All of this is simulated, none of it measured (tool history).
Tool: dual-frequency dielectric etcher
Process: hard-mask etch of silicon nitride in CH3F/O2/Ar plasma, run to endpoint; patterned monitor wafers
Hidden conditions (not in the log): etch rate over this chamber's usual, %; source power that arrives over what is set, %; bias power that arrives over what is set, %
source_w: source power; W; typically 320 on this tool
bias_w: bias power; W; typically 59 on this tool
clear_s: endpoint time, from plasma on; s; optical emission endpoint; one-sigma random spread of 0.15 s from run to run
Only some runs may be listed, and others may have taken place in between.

| run | hour | source_w | bias_w | wafers since the last listed run | hours since the last wet clean | hours since the last source power generator calibration | hours since the last bias power generator calibration | hours since the last upper electrode change | incoming incoming film thickness, nm | clear_s |
|---|---|---|---|---|---|---|---|---|---|---|
| 1 | 0.0 | 320 | 59 | 0 | 372.5 | 0.5 | 2319.2 | 1671.2 | 27.23 | 48.5 |
| 2 | 8.3 | 320 | 59 | 94 | 380.8 | 8.8 | 2327.5 | 1679.5 | 27.74 | 49.4 |
| 3 | 22.3 | 320 | 59 | 159 | 394.8 | 22.8 | 2341.5 | 1693.5 | 27.75 | 49.4 |
| 4 | 39.6 | 320 | 59 | 197 | 412.1 | 40.1 | 2358.8 | 1710.8 | 27.53 | 48.9 |
| 5 | 49.8 | 320 | 59 | 116 | 422.3 | 50.3 | 2369.0 | 1721.0 | 27.73 | 49.4 |
|  | 63.9 | bias power generator calibrated |
| 6 | 66.8 | 320 | 59 | 148 | 439.3 | 67.3 | 2.9 | 1738.0 | 27.44 | 48.4 |
| 7 | 74.5 | 320 | 59 | 87 | 447.0 | 75.0 | 10.6 | 1745.7 | 27.65 | 49.0 |
| 8 | 89.2 | 320 | 59 | 167 | 461.7 | 89.7 | 25.3 | 1760.4 | 27.58 | 48.8 |
| 9 | 98.5 | 320 | 59 | 106 | 471.0 | 99.0 | 34.6 | 1769.7 | 27.60 | 49.0 |
| 10 | 115.9 | 320 | 59 | 198 | 488.4 | 116.4 | 52.0 | 1787.1 | 27.72 | 48.7 |
| 11 | 124.0 | 280 | 59 | 92 | 496.5 | 124.5 | 60.1 | 1795.2 | 27.71 | 51.0 |
| 12 | 139.6 | 350 | 49 | 177 | 512.1 | 140.1 | 75.7 | 1810.8 | 27.58 | 52.3 |
| 13 | 147.8 | 390 | 72 | 93 | 520.3 | 148.3 | 83.9 | 1819.0 | 27.56 | 41.4 |
| 14 | 160.0 | 320 | 59 | 139 | 532.5 | 160.5 | 96.1 | 1831.2 | 27.76 | 49.0 |
| 15 | 192.4 | 350 | 50 | 369 | 564.9 | 192.9 | 128.5 | 1863.6 | 27.39 | 51.3 |
| 16 | 205.1 | 350 | 46 | 144 | 577.6 | 205.6 | 141.2 | 1876.3 | 27.61 | 54.2 |
|  | 236.4 | wet clean of the chamber |
|  | 251.9 | upper electrode replaced |
| 17 | 252.4 | 380 | 59 | 89 | 16.0 | 252.9 | 188.5 | 0.5 | 27.60 | 48.1 |
| 18 | 252.7 | 320 | 59 | 3 | 16.3 | 253.2 | 188.8 | 0.8 | 27.53 | 50.5 |
| 19 | 253.1 | 370 | 48 | 4 | 16.7 | 253.6 | 189.2 | 1.2 | 27.63 | 54.2 |
| 20 | 253.4 | 320 | 59 | 3 | 17.0 | 253.9 | 189.5 | 1.5 | 27.23 | 50.1 |
| 21 | 261.8 | 270 | 48 | 95 | 25.4 | 262.3 | 197.9 | 9.9 | 27.52 | 59.4 |
| 22 | 270.8 | 380 | 63 | 102 | 34.4 | 271.3 | 206.9 | 18.9 | 27.67 | 46.5 |
| 23 | 286.8 | 320 | 59 | 182 | 50.4 | 287.3 | 222.9 | 34.9 | 27.60 | 50.5 |
| 24 | 299.3 | 270 | 51 | 142 | 62.9 | 299.8 | 235.4 | 47.4 | 27.81 | 57.6 |
| 25 | 313.9 | 320 | 64 | 166 | 77.5 | 314.4 | 250.0 | 62.0 | 27.56 | 48.4 |
| 26 | 328.9 | 320 | 59 | 171 | 92.5 | 329.4 | 265.0 | 77.0 | 27.45 | 50.3 |
| 27 | 340.3 | 320 | 59 | 130 | 103.9 | 340.8 | 276.4 | 88.4 | 27.37 | 49.8 |
| 28 | 350.6 | 260 | 48 | 117 | 114.2 | 351.1 | 286.7 | 98.7 | 27.59 | 59.7 |
| 29 | 365.5 | 320 | 59 | 169 | 129.1 | 366.0 | 301.6 | 113.6 | 27.65 | 50.1 |
| 30 | 374.5 | 320 | 59 | 102 | 138.1 | 375.0 | 310.6 | 122.6 | 27.93 | 50.7 |
| 31 | 383.0 | 320 | 59 | 96 | 146.6 | 383.5 | 319.1 | 131.1 | 27.24 | 49.3 |
| 32 | 391.0 | 320 | 59 | 91 | 154.6 | 391.5 | 327.1 | 139.1 | 27.44 | 49.9 |
| 33 | 405.2 | 280 | 50 | 162 | 168.8 | 405.7 | 341.3 | 153.3 | 27.51 | 56.5 |
| 34 | 422.1 | 270 | 69 | 192 | 185.7 | 422.6 | 358.2 | 170.2 | 27.71 | 48.5 |
| 35 | 430.7 | 320 | 44 | 98 | 194.3 | 431.2 | 366.8 | 178.8 | 27.75 | 58.9 |
| 36 | 447.8 | 370 | 59 | 195 | 211.4 | 448.3 | 383.9 | 195.9 | 28.11 | 48.8 |

Forecast each of these 3 alternatives for the next run:
| A | 448.2 | 320 | 59 | 4 | 211.8 | 448.7 | 384.3 | 196.3 | 27.69 | ? |
| B | 448.2 | 280 | 51 | 4 | 211.8 | 448.7 | 384.3 | 196.3 | 27.69 | ? |
| C | 448.2 | 320 | 50 | 4 | 211.8 | 448.7 | 384.3 | 196.3 | 27.69 | ? |

| run | clear_s |
|---|---|
| A | 49.9 |
| B | 56.1 |
| C | 54.6 |
Without the tool's hidden state the same runs would have given:
| run | clear_s |
|---|---|
| A | 50.5 |
| B | 56.8 |
| C | 55.3 |
